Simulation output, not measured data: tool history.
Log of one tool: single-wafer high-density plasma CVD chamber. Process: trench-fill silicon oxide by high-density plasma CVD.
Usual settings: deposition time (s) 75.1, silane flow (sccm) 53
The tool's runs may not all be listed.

run    hour  deposition time (s)  silane flow (sccm)  wafers since the last listed run  hours since the silane flow controller was replaced  hours since the gauge calibration  read-back reference wafer on the same gauge, thickness_nm  mean film thickness on the monitor wafer (Å)
  1     0.0                 75.1                  53                                 0                                               1257.6                              287.1                                                    387.605                                       4102.53
  2    47.0                 75.1                  53                               631                                               1304.6                              334.1                                                    387.122                                       4099.99
  3   101.6                 75.1                  53                               733                                               1359.2                              388.7                                                    387.224                                       4100.65
  4   138.1                 75.1                  53                               490                                               1395.7                              425.2                                                    386.760                                       4097.10
  5   177.9                 80.1                  45                               534                                               1435.5                              465.0                                                    387.609                                       3699.72
  6   224.8                 80.1                  45                               629                                               1482.4                              511.9                                                    387.098                                       3719.22
  7   276.9                 80.1                  45                               699                                               1534.5                              564.0                                                    387.008                                       3704.28
  8   322.9                 75.1                  53                               617                                               1580.5                              610.0                                                    386.993                                       4086.79
  9   388.1                 75.1                  53                               875                                               1645.7                              675.2                                                    386.957                                       4065.96
 10   424.0                 75.1                  53                               482                                               1681.6                              711.1                                                    386.904                                       4089.45
 11   464.3                 75.1                  46                               541                                               1721.9                              751.4                                                    386.848                                       3526.74
 12   519.4                 75.1                  53                               740                                               1777.0                              806.5                                                    387.064                                       4079.04
 13   586.2                 75.1                  53                               897                                               1843.8                              873.3                                                    387.097                                       4058.03
      628.3  -- gauge calibrated
 14   720.4                 75.1                  53                              1802                                               1978.0                               92.1                                                    387.158                                       4068.30
 15   763.6                 75.1                  53                               580                                               2021.2                              135.3                                                    387.006                                       4074.26
 16   953.4                 83.2                  46                              2549                                               2211.0                              325.1                                                    386.969                                       3906.79
 17  1012.7                 71.2                  61                               796                                               2270.3                              384.4                                                    387.087                                       4422.02
 18  1080.4                 75.1                  50                               909                                               2338.0                              452.1                                                    387.212                                       3803.59
     1110.5  -- silane flow controller replaced
 19  1146.7                 79.4                  48                               783                                                 36.2                              518.4                                                    387.332                                       3958.61
 20  1213.4                 60.9                  62                               895                                                102.9                              585.1                                                    387.204                                       3941.52
 21  1277.9                 85.4                  58                               866                                                167.4                              649.6                                                    387.247                                       5112.75
 22  1343.1                 75.1                  53                               875                                                232.6                              714.8                                                    387.557                                       4148.50
 23  1390.5                 65.1                  63                               636                                                280.0                              762.2                                                    387.140                                       4252.37
 24  1436.1                 75.1                  56                               612                                                325.6                              807.8                                                    387.016                                       4349.01
 25  1478.5                 75.1                  53                               569                                                368.0                              850.2                                                    387.471                                       4128.42
     1502.9  -- gauge calibrated
 26  1514.3                 75.1                  53                               480                                                403.8                               11.4                                                    387.090                                       4113.14
 27  1554.2                 86.6                  60                               535                                                443.7                               51.3                                                    387.455                                       5373.62
 28  1594.8                 88.2                  48                               545                                                484.3                               91.9                                                    386.866                                       4368.92

5 ways to go on from here, each from the tool as it stands after run 28. What would each give?
  A  1595.2                 88.7                  53                                 5                                                484.7                               92.3                                                          ?                                             ?
  B  1595.2                 85.0                  53                                 5                                                484.7                               92.3                                                          ?                                             ?
  C  1595.2                 66.0                  58                                 5                                                484.7                               92.3                                                          ?                                             ?
  D  1595.2                 65.2                  49                                 5                                                484.7                               92.3                                                          ?                                             ?
  E  1595.2                 75.1                  62                                 5                                                484.7                               92.3                                                          ?                                             ?

run  read-back reference wafer on the same gauge, thickness_nm  mean film thickness on the monitor wafer (Å)
  A                                                    387.149                                       4890.88
  B                                                    387.149                                       4686.86
  C                                                    387.149                                       3982.53
  D                                                    387.149                                       3323.77
  E                                                    387.149                                       4844.17
Without the tool's hidden state the same runs would have given:
run  mean film thickness on the monitor wafer (Å)
  A                                       4953.84
  B                                       4747.20
  C                                       4033.80
  D                                       3366.56
  E                                       4906.53

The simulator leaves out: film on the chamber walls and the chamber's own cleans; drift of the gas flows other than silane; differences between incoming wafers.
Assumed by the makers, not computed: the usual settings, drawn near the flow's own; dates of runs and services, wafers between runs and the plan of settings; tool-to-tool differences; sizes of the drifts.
